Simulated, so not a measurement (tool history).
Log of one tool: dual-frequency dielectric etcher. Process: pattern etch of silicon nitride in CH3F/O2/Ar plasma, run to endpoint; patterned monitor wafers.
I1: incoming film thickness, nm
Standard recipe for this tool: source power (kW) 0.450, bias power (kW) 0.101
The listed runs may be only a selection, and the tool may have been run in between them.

run 1 hour=0.0 | source_power_(kW)=0.450 bias_power_(kW)=0.101 | I1=29.12 | endpoint_time_(s)=39.7
run 2 hour=38.9 | source_power_(kW)=0.450 bias_power_(kW)=0.101 | I1=28.91 | endpoint_time_(s)=39.5
run 3 hour=214.3 | source_power_(kW)=0.480 bias_power_(kW)=0.101 | I1=29.21 | endpoint_time_(s)=39.1
run 4 hour=276.9 | source_power_(kW)=0.480 bias_power_(kW)=0.101 | I1=28.86 | endpoint_time_(s)=38.9
-- hour=458.0 wet clean of the chamber
run 5 hour=492.6 | source_power_(kW)=0.480 bias_power_(kW)=0.101 | I1=28.81 | endpoint_time_(s)=38.2
-- hour=522.3 upper electrode replaced
run 6 hour=550.7 | source_power_(kW)=0.480 bias_power_(kW)=0.090 | I1=29.07 | endpoint_time_(s)=39.9
-- hour=581.8 source power generator calibrated
run 7 hour=592.5 | source_power_(kW)=0.480 bias_power_(kW)=0.090 | I1=29.02 | endpoint_time_(s)=40.2
run 8 hour=625.8 | source_power_(kW)=0.450 bias_power_(kW)=0.101 | I1=28.76 | endpoint_time_(s)=39.5
run 9 hour=673.4 | source_power_(kW)=0.450 bias_power_(kW)=0.101 | I1=28.90 | endpoint_time_(s)=39.6
run 10 hour=715.2 | source_power_(kW)=0.450 bias_power_(kW)=0.101 | I1=28.95 | endpoint_time_(s)=39.9
run 11 hour=744.4 | source_power_(kW)=0.480 bias_power_(kW)=0.101 | I1=28.98 | endpoint_time_(s)=39.1
run 12 hour=805.1 | source_power_(kW)=0.360 bias_power_(kW)=0.124 | I1=28.57 | endpoint_time_(s)=41.2
run 13 hour=840.9 | source_power_(kW)=0.450 bias_power_(kW)=0.101 | I1=28.72 | endpoint_time_(s)=40.0
run 14 hour=907.2 | source_power_(kW)=0.500 bias_power_(kW)=0.117 | I1=28.96 | endpoint_time_(s)=37.0
-- hour=930.7 bias power generator calibrated
-- hour=967.8 wet clean of the chamber
run 15 hour=976.8 | source_power_(kW)=0.540 bias_power_(kW)=0.114 | I1=28.92 | endpoint_time_(s)=35.4
run 16 hour=1008.9 | source_power_(kW)=0.450 bias_power_(kW)=0.101 | I1=28.98 | endpoint_time_(s)=39.6
run 17 hour=1062.3 | source_power_(kW)=0.490 bias_power_(kW)=0.125 | I1=28.68 | endpoint_time_(s)=35.7
run 18 hour=1097.0 | source_power_(kW)=0.450 bias_power_(kW)=0.101 | I1=28.69 | endpoint_time_(s)=39.2
run 19 hour=1131.4 | source_power_(kW)=0.410 bias_power_(kW)=0.101 | I1=28.78 | endpoint_time_(s)=41.1
run 20 hour=1196.7 | source_power_(kW)=0.450 bias_power_(kW)=0.112 | I1=28.91 | endpoint_time_(s)=38.7
run 21 hour=1259.0 | source_power_(kW)=0.490 bias_power_(kW)=0.101 | I1=29.14 | endpoint_time_(s)=39.1

5 ways to go on from here, each from the tool as it stands after run 21. What would each give?
run A hour=1259.4 | source_power_(kW)=0.520 bias_power_(kW)=0.101 | I1=28.95 | endpoint_time_(s)=?
run B hour=1259.4 | source_power_(kW)=0.390 bias_power_(kW)=0.078 | I1=28.95 | endpoint_time_(s)=?
run C hour=1259.4 | source_power_(kW)=0.530 bias_power_(kW)=0.092 | I1=28.95 | endpoint_time_(s)=?
run D hour=1259.4 | source_power_(kW)=0.510 bias_power_(kW)=0.092 | I1=28.95 | endpoint_time_(s)=?
run E hour=1259.4 | source_power_(kW)=0.560 bias_power_(kW)=0.124 | I1=28.95 | endpoint_time_(s)=?

run=A endpoint_time_(s)=37.7
run=B endpoint_time_(s)=45.8
run=C endpoint_time_(s)=38.3
run=D endpoint_time_(s)=39.0
run=E endpoint_time_(s)=34.4
Take away the tool's hidden state, keep each run's random variation, and the runs would have read:
run=A endpoint_time_(s)=36.8
run=B endpoint_time_(s)=44.8
run=C endpoint_time_(s)=37.5
run=D endpoint_time_(s)=38.1
run=E endpoint_time_(s)=33.6

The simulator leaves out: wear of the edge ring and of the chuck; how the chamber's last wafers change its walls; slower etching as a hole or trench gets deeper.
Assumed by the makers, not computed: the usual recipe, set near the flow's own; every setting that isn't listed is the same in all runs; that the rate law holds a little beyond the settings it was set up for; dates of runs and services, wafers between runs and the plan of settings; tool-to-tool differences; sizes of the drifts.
